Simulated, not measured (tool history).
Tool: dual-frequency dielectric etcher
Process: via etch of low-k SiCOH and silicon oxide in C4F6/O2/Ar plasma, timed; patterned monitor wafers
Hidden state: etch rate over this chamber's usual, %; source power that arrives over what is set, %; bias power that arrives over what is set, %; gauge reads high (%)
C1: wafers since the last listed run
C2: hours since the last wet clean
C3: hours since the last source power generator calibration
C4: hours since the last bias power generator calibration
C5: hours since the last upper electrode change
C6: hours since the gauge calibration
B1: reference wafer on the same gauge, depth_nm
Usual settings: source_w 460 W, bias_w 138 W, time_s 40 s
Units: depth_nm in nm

Run 1, hour 0: usual settings but source_w 370 W, time_s 34 s; C1 0; C2 375.6; C3 1490.9; C4 3214.9; C5 4638.3; C6 85.8; B1 106. Result: depth_nm 81.7 nm.
Run 2, hour 14.6: usual settings but source_w 370 W, time_s 34 s; C1 235; C2 390.2; C3 1505.5; C4 3229.5; C5 4652.9; C6 100.4; B1 106. Result: depth_nm 81.7 nm.
Run 3, hour 34.3: usual settings but time_s 48.5 s; C1 318; C2 409.9; C3 1525.2; C4 3249.2; C5 4672.6; C6 120.1; B1 106. Result: depth_nm 129.2 nm.
Run 4, hour 60.1: usual settings but time_s 48.5 s; C1 416; C2 435.7; C3 1551; C4 3275; C5 4698.4; C6 145.9; B1 106. Result: depth_nm 129.6 nm.
Run 5, hour 78.6: usual settings; C1 298; C2 454.2; C3 1569.5; C4 3293.5; C5 4716.9; C6 164.4; B1 106. Result: depth_nm 106.8 nm.
Run 6, hour 113: usual settings; C1 555; C2 488.6; C3 1603.9; C4 3327.9; C5 4751.3; C6 198.8; B1 106. Result: depth_nm 107 nm.
Run 7, hour 127.1: usual settings; C1 227; C2 502.7; C3 1618; C4 3342; C5 4765.4; C6 212.9; B1 106. Result: depth_nm 106.9 nm.
Run 8, hour 141.3: usual settings; C1 229; C2 516.9; C3 1632.2; C4 3356.2; C5 4779.6; C6 227.1; B1 106. Result: depth_nm 106.9 nm.
Run 9, hour 167.6: usual settings but time_s 49 s; C1 424; C2 543.2; C3 1658.5; C4 3382.5; C5 4805.9; C6 253.4; B1 106. Result: depth_nm 131.1 nm.
Run 10, hour 184.9: usual settings but time_s 49 s; C1 279; C2 560.5; C3 1675.8; C4 3399.8; C5 4823.2; C6 270.7; B1 106. Result: depth_nm 131 nm.
Run 11, hour 208.7: usual settings but time_s 49 s; C1 384; C2 584.3; C3 1699.6; C4 3423.6; C5 4847; C6 294.5; B1 106. Result: depth_nm 131.3 nm.
At hour 241.1: bias power generator calibrated.
At hour 254.9: wet clean of the chamber.
Run 12, hour 255.4: usual settings but source_w 410 W, time_s 46 s; C1 467; C2 0.5; C3 1746.3; C4 14.3; C5 4893.7; C6 341.2; B1 106. Result: depth_nm 115.7 nm.
Run 13, hour 278.6: usual settings; C1 374; C2 23.7; C3 1769.5; C4 37.5; C5 4916.9; C6 364.4; B1 106. Result: depth_nm 106.1 nm.
Run 14, hour 302.8: usual settings but source_w 370 W, bias_w 124 W; C1 390; C2 47.9; C3 1793.7; C4 61.7; C5 4941.1; C6 388.6; B1 106. Result: depth_nm 93.4 nm.
Run 15, hour 319.8: usual settings; C1 274; C2 64.9; C3 1810.7; C4 78.7; C5 4958.1; C6 405.6; B1 106. Result: depth_nm 106.3 nm.
At hour 331: gauge calibrated.
Run 16, hour 340.7: usual settings but time_s 49 s; C1 337; C2 85.8; C3 1831.6; C4 99.6; C5 4979; C6 9.7; B1 106. Result: depth_nm 130.3 nm.
Run 17, hour 380.3: usual settings but source_w 540 W, bias_w 116 W, time_s 32.5 s; C1 639; C2 125.4; C3 1871.2; C4 139.2; C5 5018.6; C6 49.3; B1 106. Result: depth_nm 89.5 nm.
At hour 395.7: source power generator calibrated.
Run 18, hour 396.7: usual settings but bias_w 156 W; C1 200; C2 141.8; C3 1; C4 155.6; C5 5035; C6 65.7; B1 106. Result: depth_nm 106.5 nm.
At hour 437.5: upper electrode replaced.
Run 19, hour 438: usual settings but source_w 350 W, bias_w 119 W, time_s 48.5 s; C1 279; C2 183.1; C3 42.3; C4 196.9; C5 0.5; C6 107; B1 106. Result: depth_nm 107.3 nm.
Run 20, hour 438.3: usual settings; C1 4; C2 183.4; C3 42.6; C4 197.2; C5 0.8; C6 107.3; B1 106. Result: depth_nm 103.8 nm.
Run 21, hour 458: usual settings but bias_w 120 W; C1 318; C2 203.1; C3 62.3; C4 216.9; C5 20.5; C6 127; B1 106. Result: depth_nm 100.9 nm.
Run 22, hour 491: usual settings but bias_w 163 W, time_s 49 s; C1 533; C2 236.1; C3 95.3; C4 249.9; C5 53.5; C6 160; B1 106. Result: depth_nm 132.5 nm.
Run 23, hour 515.9: usual settings but source_w 530 W, bias_w 108 W; C1 402; C2 261; C3 120.2; C4 274.8; C5 78.4; C6 184.9; B1 106. Result: depth_nm 105.9 nm.
Run 24, hour 549.3: usual settings; C1 539; C2 294.4; C3 153.6; C4 308.2; C5 111.8; C6 218.3; B1 106. Result: depth_nm 104.4 nm.

Forecast each of these 4 alternatives for the next run:
Run A, hour 549.7: usual settings; C1 6; C2 294.8; C3 154; C4 308.6; C5 112.2; C6 218.7; B1 ?. Result: depth_nm ?.
Run B, hour 549.7: usual settings but time_s 29 s; C1 6; C2 294.8; C3 154; C4 308.6; C5 112.2; C6 218.7; B1 ?. Result: depth_nm ?.
Run C, hour 549.7: usual settings but time_s 51 s; C1 6; C2 294.8; C3 154; C4 308.6; C5 112.2; C6 218.7; B1 ?. Result: depth_nm ?.
Run D, hour 549.7: usual settings but source_w 540 W, bias_w 168 W, time_s 44 s; C1 6; C2 294.8; C3 154; C4 308.6; C5 112.2; C6 218.7; B1 ?. Result: depth_nm ?.

run   B1  depth_nm
  A  106     104.6
  B  106      75.8
  C  106     133.3
  D  106     129.5
Without the tool's hidden state the same runs would have given:
run  depth_nm
  A     103.8
  B      75.2
  C     132.3
  D     128.5
